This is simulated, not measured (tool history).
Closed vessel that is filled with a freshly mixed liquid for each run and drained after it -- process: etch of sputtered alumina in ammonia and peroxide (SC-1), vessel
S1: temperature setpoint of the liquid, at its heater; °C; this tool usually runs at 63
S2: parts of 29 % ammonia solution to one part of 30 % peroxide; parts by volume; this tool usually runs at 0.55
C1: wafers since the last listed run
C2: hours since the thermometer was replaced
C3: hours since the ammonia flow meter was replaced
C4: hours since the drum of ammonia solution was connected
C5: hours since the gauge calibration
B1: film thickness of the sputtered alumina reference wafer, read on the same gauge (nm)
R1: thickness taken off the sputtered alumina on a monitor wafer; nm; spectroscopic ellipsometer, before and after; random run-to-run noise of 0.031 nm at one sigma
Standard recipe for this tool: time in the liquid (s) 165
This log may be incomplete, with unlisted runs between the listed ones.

run 1 hour=0 | S1=60 S2=0.55 time_in_the_liquid_(s)=95 | C1=0 C2=2528.4 C3=584.5 C4=418.4 C5=142.7 | B1=90.02 | R1=6.49
run 2 hour=8.2 | S1=63 S2=0.55 time_in_the_liquid_(s)=165 | C1=746 C2=2536.6 C3=592.7 C4=426.6 C5=150.9 | B1=89.99 | R1=13.14
run 3 hour=22.8 | S1=63 S2=0.55 time_in_the_liquid_(s)=165 | C1=1328 C2=2551.2 C3=607.3 C4=441.2 C5=165.5 | B1=90 | R1=13.11
run 4 hour=36.8 | S1=63 S2=0.55 time_in_the_liquid_(s)=165 | C1=1273 C2=2565.2 C3=621.3 C4=455.2 C5=179.5 | B1=89.99 | R1=13.13
run 5 hour=47.6 | S1=65 S2=0.55 time_in_the_liquid_(s)=165 | C1=982 C2=2576 C3=632.1 C4=466 C5=190.3 | B1=90 | R1=14.56
run 6 hour=61.4 | S1=65 S2=0.55 time_in_the_liquid_(s)=165 | C1=1255 C2=2589.8 C3=645.9 C4=479.8 C5=204.1 | B1=90 | R1=14.52
-- hour=67 thermometer replaced
run 7 hour=68.4 | S1=63 S2=0.55 time_in_the_liquid_(s)=145 | C1=545 C2=1.4 C3=652.9 C4=486.8 C5=211.1 | B1=90.02 | R1=13.33
run 8 hour=86.3 | S1=63 S2=0.55 time_in_the_liquid_(s)=145 | C1=1628 C2=19.3 C3=670.8 C4=504.7 C5=229 | B1=90.02 | R1=13.23
run 9 hour=96.6 | S1=63 S2=0.55 time_in_the_liquid_(s)=145 | C1=937 C2=29.6 C3=681.1 C4=515 C5=239.3 | B1=90.01 | R1=13.24
run 10 hour=110.6 | S1=55.5 S2=0.55 time_in_the_liquid_(s)=215 | C1=1273 C2=43.6 C3=695.1 C4=529 C5=253.3 | B1=89.98 | R1=13.39
run 11 hour=119.3 | S1=63 S2=0.8 time_in_the_liquid_(s)=165 | C1=791 C2=52.3 C3=703.8 C4=537.7 C5=262 | B1=89.99 | R1=15.58
run 12 hour=127.1 | S1=70 S2=0.25 time_in_the_liquid_(s)=70 | C1=709 C2=60.1 C3=711.6 C4=545.5 C5=269.8 | B1=90.02 | R1=8.34
run 13 hour=135.5 | S1=67 S2=0.55 time_in_the_liquid_(s)=165 | C1=764 C2=68.5 C3=720 C4=553.9 C5=278.2 | B1=90 | R1=18.38
run 14 hour=144.8 | S1=59 S2=0.45 time_in_the_liquid_(s)=70 | C1=846 C2=77.8 C3=729.3 C4=563.2 C5=287.5 | B1=90 | R1=5.09
run 15 hour=154.9 | S1=53 S2=0.55 time_in_the_liquid_(s)=165 | C1=918 C2=87.9 C3=739.4 C4=573.3 C5=297.6 | B1=90.01 | R1=8.91
-- hour=155.8 gauge calibrated
run 16 hour=164.6 | S1=63 S2=0.55 time_in_the_liquid_(s)=165 | C1=882 C2=97.6 C3=749.1 C4=583 C5=8.8 | B1=89.99 | R1=14.97
-- hour=172.9 new drum of ammonia solution connected
run 17 hour=174.7 | S1=59 S2=0.3 time_in_the_liquid_(s)=230 | C1=827 C2=107.7 C3=759.2 C4=1.8 C5=18.9 | B1=90.02 | R1=16.06
run 18 hour=183.3 | S1=59.5 S2=0.3 time_in_the_liquid_(s)=80 | C1=782 C2=116.3 C3=767.8 C4=10.4 C5=27.5 | B1=89.99 | R1=5.74
run 19 hour=200.5 | S1=63 S2=0.55 time_in_the_liquid_(s)=165 | C1=1564 C2=133.5 C3=785 C4=27.6 C5=44.7 | B1=89.99 | R1=14.97
-- hour=213.6 ammonia flow meter replaced
run 20 hour=215.6 | S1=57.5 S2=0.4 time_in_the_liquid_(s)=165 | C1=1282 C2=148.6 C3=2 C4=42.7 C5=59.8 | B1=90.01 | R1=11.11
run 21 hour=231.7 | S1=63 S2=0.55 time_in_the_liquid_(s)=165 | C1=1464 C2=164.7 C3=18.1 C4=58.8 C5=75.9 | B1=90 | R1=15.15
run 22 hour=247 | S1=63 S2=0.55 time_in_the_liquid_(s)=165 | C1=1391 C2=180 C3=33.4 C4=74.1 C5=91.2 | B1=90.01 | R1=15.09
run 23 hour=254.3 | S1=69 S2=0.45 time_in_the_liquid_(s)=240 | C1=664 C2=187.3 C3=40.7 C4=81.4 C5=98.5 | B1=90.01 | R1=29.05
run 24 hour=265.5 | S1=63 S2=0.55 time_in_the_liquid_(s)=240 | C1=1018 C2=198.5 C3=51.9 C4=92.6 C5=109.7 | B1=90.01 | R1=21.99
run 25 hour=280.8 | S1=63 S2=0.35 time_in_the_liquid_(s)=260 | C1=1391 C2=213.8 C3=67.2 C4=107.9 C5=125 | B1=89.98 | R1=22.86
run 26 hour=290.5 | S1=63 S2=0.55 time_in_the_liquid_(s)=165 | C1=882 C2=223.5 C3=76.9 C4=117.6 C5=134.7 | B1=90.01 | R1=15.04
run 27 hour=298.4 | S1=65 S2=0.55 time_in_the_liquid_(s)=165 | C1=718 C2=231.4 C3=84.8 C4=125.5 C5=142.6 | B1=90 | R1=16.71
run 28 hour=309.4 | S1=63 S2=0.65 time_in_the_liquid_(s)=165 | C1=1000 C2=242.4 C3=95.8 C4=136.5 C5=153.6 | B1=90 | R1=15.32
run 29 hour=319.1 | S1=56 S2=0.35 time_in_the_liquid_(s)=220 | C1=882 C2=252.1 C3=105.5 C4=146.2 C5=163.3 | B1=90 | R1=13.45

Give the tool's hidden conditions for every run:
ammonia solution weaker than its label (%): 0 across all the runs
gauge reads high (%): 0 across all the runs
H1: liquid colder than its thermometer reads (K)
H2: ammonia flow below the setpoint (%)
run=1 H1=2.76 H2=11.2
run=2 H1=2.77 H2=11.3
run=3 H1=2.79 H2=11.6
run=4 H1=2.8 H2=11.8
run=5 H1=2.81 H2=12
run=6 H1=2.83 H2=12.2
run=7 H1=0.0276 H2=12.3
run=8 H1=0.0459 H2=12.6
run=9 H1=0.0565 H2=12.8
run=10 H1=0.0708 H2=13
run=11 H1=0.0797 H2=13.2
run=12 H1=0.0877 H2=13.3
run=13 H1=0.0963 H2=13.4
run=14 H1=0.106 H2=13.6
run=15 H1=0.116 H2=13.8
run=16 H1=0.126 H2=13.9
run=17 H1=0.136 H2=14.1
run=18 H1=0.145 H2=14.2
run=19 H1=0.163 H2=14.5
run=20 H1=0.178 H2=0.583
run=21 H1=0.195 H2=0.853
run=22 H1=0.21 H2=1.11
run=23 H1=0.218 H2=1.23
run=24 H1=0.229 H2=1.42
run=25 H1=0.245 H2=1.67
run=26 H1=0.255 H2=1.84
run=27 H1=0.263 H2=1.97
run=28 H1=0.274 H2=2.15
run=29 H1=0.284 H2=2.31
